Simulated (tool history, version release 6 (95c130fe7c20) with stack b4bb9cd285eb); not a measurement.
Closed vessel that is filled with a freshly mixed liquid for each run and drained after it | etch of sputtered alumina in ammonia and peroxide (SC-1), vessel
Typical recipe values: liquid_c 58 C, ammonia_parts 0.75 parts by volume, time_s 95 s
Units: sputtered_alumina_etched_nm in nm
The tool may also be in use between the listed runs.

run,hour,liquid_c,ammonia_parts,time_s,"read-back film thickness of the sputtered alumina reference wafer, read on the same gauge (nm)",sputtered_alumina_etched_nm
1,0,58,0.75,95,119.98,6.07
2,57.6,60,0.45,95,120.01,6.5
3,95.3,60,0.45,95,120.01,6.45
4,166,60,0.45,95,120,6.51
5,192,55,0.4,75,120.01,3.9
6,224.5,58,1.1,95,119.98,6.38
7,261.6,58,0.95,125,119.99,8.3
8,307,63,0.75,95,120.01,8.01
9,388.9,58,0.75,95,120,6.22
10,459.8,58,0.75,95,120.01,6.22
11,501.8,61.5,0.75,125,119.99,9.82
12,551.3,58,0.75,55,120,3.62
13,592,60.5,1,45,120,3.46
14,657.2,62,0.45,125,120.02,9.56
15,684.8,53.5,0.75,95,120.01,4.93
16,864.8,51,0.4,140,120.01,6.06
17,893.5,54,1,40,120.01,2.2
18,944,58,0.75,95,120.01,6.33
19,998.9,58,0.95,125,120,8.49
20,1069.4,58,0.85,45,119.99,3.05
21,1136.9,48.5,0.55,50,119.99,1.95
22,1292.6,58,0.4,95,119.98,6.09
23,1345.1,58,0.75,70,120.01,4.74
24,1393.5,54.5,0.55,115,120.02,6.28
25,1424.3,51,1.05,50,120.01,2.39
26,1451.5,58,0.75,95,120.02,6.46
27,1481.5,52.5,0.95,80,119.98,4.18
28,1525.3,58,0.75,40,120,2.6

The log once held 5 entries between its listed runs, left out of this copy. Where does each go, and what is different about the tool's unlogged condition between the listed run before it and the listed run after it?
Run 1 -> run 2: gauge calibrated (hour 54.7)
  liquid hotter than its thermometer reads (K): 0.0571 -> 0.0958
  measured less the result without the state, sputtered_alumina_etched_nm: +0.02 -> +0.04 nm
Run 7 -> run 8: ammonia flow meter replaced (hour 304.1)
  liquid hotter than its thermometer reads (K): 0.233 -> 0.263
  measured less the result without the state, sputtered_alumina_etched_nm: +0.09 -> +0.1 nm
Run 14 -> run 15: new drum of ammonia solution connected (hour 672)
  liquid hotter than its thermometer reads (K): 0.499 -> 0.517
  measured less the result without the state, sputtered_alumina_etched_nm: +0.24 -> +0.13 nm
Run 24 -> run 25: gauge calibrated (hour 1406.5)
  liquid hotter than its thermometer reads (K): 0.993 -> 1.01
  measured less the result without the state, sputtered_alumina_etched_nm: +0.32 -> +0.12 nm
Run 27 -> run 28: thermometer replaced (hour 1483.6)
  liquid hotter than its thermometer reads (K): 1.05 -> 0.172
  measured less the result without the state, sputtered_alumina_etched_nm: +0.23 -> +0.02 nm

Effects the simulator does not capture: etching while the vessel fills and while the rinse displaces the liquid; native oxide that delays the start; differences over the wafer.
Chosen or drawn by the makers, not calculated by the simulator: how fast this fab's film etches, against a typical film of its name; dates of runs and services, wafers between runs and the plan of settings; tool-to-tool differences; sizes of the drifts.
